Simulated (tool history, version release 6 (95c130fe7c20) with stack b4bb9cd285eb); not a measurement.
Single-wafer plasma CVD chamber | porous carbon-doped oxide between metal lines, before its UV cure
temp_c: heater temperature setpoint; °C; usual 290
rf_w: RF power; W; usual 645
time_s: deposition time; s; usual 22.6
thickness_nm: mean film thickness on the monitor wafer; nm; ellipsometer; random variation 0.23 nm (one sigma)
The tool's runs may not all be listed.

run	hour	temp_c	rf_w	time_s	wafers since the last listed run	hours since the last thermocouple change	hours since the last RF generator calibration	hours since the showerhead was replaced	hours since the gauge calibration	read-back reference wafer on the same gauge, thickness_nm	thickness_nm
1	0	290	645	19.5	0	2055.1	2348.1	3793.6	147.4	176.023	123.689
2	12.3	290	645	22.6	313	2067.4	2360.4	3805.9	159.7	175.957	142.814
3	19.3	290	645	20.4	178	2074.4	2367.4	3812.9	166.7	176.052	129.038
4	28.7	290	645	20.4	239	2083.8	2376.8	3822.3	176.1	176.003	129.325
5	39.5	290	645	20.4	275	2094.6	2387.6	3833.1	186.9	176.026	129.199
6	47.9	290	645	22.6	214	2103	2396	3841.5	195.3	176.027	142.148
7	65.8	290	645	22.6	456	2120.9	2413.9	3859.4	213.2	176.03	142.456
8	82.6	290	645	22.6	428	2137.7	2430.7	3876.2	230	176.033	142.219
# hour 132.3: RF generator calibrated
9	132.8	290	645	22.6	1075	2187.9	0.5	3926.4	280.2	175.946	155.653
10	136.3	290	645	22.6	89	2191.4	4	3929.9	283.7	175.963	156.367
# hour 142.2: gauge calibrated
# hour 151.8: showerhead replaced
11	154.1	290	645	22.6	249	2209.2	21.8	2.3	11.9	176	155.908
12	163.6	290	715	22.6	242	2218.7	31.3	11.8	21.4	175.987	171.8
13	178.1	290	715	22.6	369	2233.2	45.8	26.3	35.9	176.033	171.503
14	184.2	290	715	22.6	155	2239.3	51.9	32.4	42	175.938	171.396
15	196.6	280	585	19.8	315	2251.7	64.3	44.8	54.4	175.921	131.459
16	210.2	301	730	19.5	346	2265.3	77.9	58.4	68	175.965	143.006
17	217.7	290	645	19.5	191	2272.8	85.4	65.9	75.5	176.056	135.154
18	235.4	282	520	22.6	450	2290.5	103.1	83.6	93.2	176.013	129.324
19	247.2	290	645	19.5	300	2302.3	114.9	95.4	105	175.98	135.1
20	268.1	300	530	24.6	532	2323.2	135.8	116.3	125.9	175.968	130.229
# hour 277.9: thermocouple changed; heater temperature recalibrated
21	278.4	290	645	22.6	58	0.5	146.1	126.6	136.2	176.03	150.507
22	290.6	301	745	24.9	310	12.7	158.3	138.8	148.4	175.972	178.666
23	301.7	290	725	22.6	282	23.8	169.4	149.9	159.5	176.032	168.206
24	319.5	276	565	18.2	453	41.6	187.2	167.7	177.3	176.002	115.292
25	328.9	275	645	22.6	239	51	196.6	177.1	186.7	176.042	163.451
26	339.9	290	550	25	280	62	207.6	188.1	197.7	175.987	140.539
27	354.1	290	645	22.6	361	76.2	221.8	202.3	211.9	176.062	150.868
28	369.2	284	645	25.3	384	91.3	236.9	217.4	227	176.009	173.559
29	385.2	290	645	22.6	407	107.3	252.9	233.4	243	175.972	151.039

Hidden state or all else? Some run-to-run changes of thickness_nm, split into what the settings, what came in and random variation would give without the hidden state, and what is left for the hidden state (with any gauge scatter that isn't in both results):
The hidden state here: wafer temperature above the value expected at the setpoint (K); delivered RF power above the setpoint (%); gauge reads high (%).
Run 8 -> 9: RF generator calibrated. thickness_nm +13.434 nm: hidden state +13.648, all else -0.214.
Run 20 -> 21: temp_c 300 -> 290, rf_w 530 -> 645, time_s 24.6 -> 22.6, thermocouple changed; heater temperature recalibrated. thickness_nm +20.278 nm: hidden state -4.141, all else +24.419.
Run 23 -> 24: temp_c 290 -> 276, rf_w 725 -> 565, time_s 22.6 -> 18.2. thickness_nm -52.914 nm: hidden state +0.468, all else -53.382.
Run 24 -> 25: temp_c 276 -> 275, rf_w 565 -> 645, time_s 18.2 -> 22.6. thickness_nm +48.159 nm: hidden state -0.394, all else +48.553.
